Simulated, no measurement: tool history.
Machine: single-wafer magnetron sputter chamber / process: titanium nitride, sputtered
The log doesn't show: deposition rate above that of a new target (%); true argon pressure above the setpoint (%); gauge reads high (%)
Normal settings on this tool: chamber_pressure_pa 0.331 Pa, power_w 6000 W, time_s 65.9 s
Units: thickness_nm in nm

run   hour  chamber_pressure_pa  power_w  time_s  wafers since the last listed run  wafers on the sputter target  hours since the last manometer calibration  hours since the magnet pack was replaced  hours since the gauge calibration  read-back reference wafer on the same gauge, thickness_nm  thickness_nm
  1      0                0.331     6650    62.7                                 0                          2526                                      1531.4                                    8464.1                                2.3                                                     56.836        71.793
  2   21.4                0.331     6650    62.7                               352                          2878                                      1552.8                                    8485.5                               23.7                                                     56.792        71.733
  3   55.7                0.331     6650    62.7                               564                          3443                                      1587.1                                    8519.8                                 58                                                     56.704          71.4
  4   86.2                0.331     7200    65.9                               502                          3946                                      1617.6                                    8550.3                               88.5                                                      56.84        80.902
  5    113                0.331     7200    65.9                               441                          4387                                      1644.4                                    8577.1                              115.3                                                     56.853         80.93
     122.9  -- capacitance manometer re-zeroed and calibrated
  6  142.8                0.331     6000    65.9                               359                          4746                                        19.9                                    8606.9                              145.1                                                     56.706        66.911
  7  172.2                0.331     6000    62.4                               484                          5230                                        49.3                                    8636.3                              174.5                                                     56.786        63.413
  8  189.2                0.399     6000    65.9                               280                          5510                                        66.3                                    8653.3                              191.5                                                     56.855        63.845
  9  212.4                0.204     5300    65.9                               382                          5892                                        89.5                                    8676.5                              214.7                                                     56.806        63.866
     213.5  -- gauge calibrated
 10  238.1                0.448     6000    75.5                               423                          6316                                       115.2                                    8702.2                               24.6                                                     56.783        70.775
     254.9  -- sputter target and shields replaced
     259.4  -- magnet pack replaced
 11  259.9                0.331     5350      71                               154                             8                                         137                                       0.5                               46.4                                                      56.79        66.443
 12  271.1                0.287     6000    69.5                               184                           193                                       148.2                                      11.7                               57.6                                                     56.777        75.132
 13  304.1                0.331     6650    62.7                               543                           736                                       181.2                                      44.7                               90.6                                                     56.857        72.823
 14  328.4                0.331     5350      71                               400                          1136                                       205.5                                        69                              114.9                                                     56.751        65.898
 15  356.3                0.331     6000    74.4                               459                          1596                                       233.4                                      96.9                              142.8                                                      56.85        77.265

Alternative continuations, all from the tool just after run 15; predict every row:
  A  356.7                0.331     6000    65.9                                 6                          1603                                       233.8                                      97.3                              143.2                                                          ?             ?
  B  356.7                0.236     5300    65.9                                 6                          1603                                       233.8                                      97.3                              143.2                                                          ?             ?
  C  356.7                0.221     7450    65.9                                 6                          1603                                       233.8                                      97.3                              143.2                                                          ?             ?
  D  356.7                0.215     6000    74.7                                 6                          1603                                       233.8                                      97.3                              143.2                                                          ?             ?

run  read-back reference wafer on the same gauge, thickness_nm  thickness_nm
  A                                                     56.733        68.555
  B                                                     56.733        64.312
  C                                                     56.733        91.274
  D                                                     56.733        83.647
With the hidden condition removed and each run's random variation left untouched, the same runs would have given:
run  thickness_nm
  A        69.355
  B        65.062
  C        92.338
  D        84.622

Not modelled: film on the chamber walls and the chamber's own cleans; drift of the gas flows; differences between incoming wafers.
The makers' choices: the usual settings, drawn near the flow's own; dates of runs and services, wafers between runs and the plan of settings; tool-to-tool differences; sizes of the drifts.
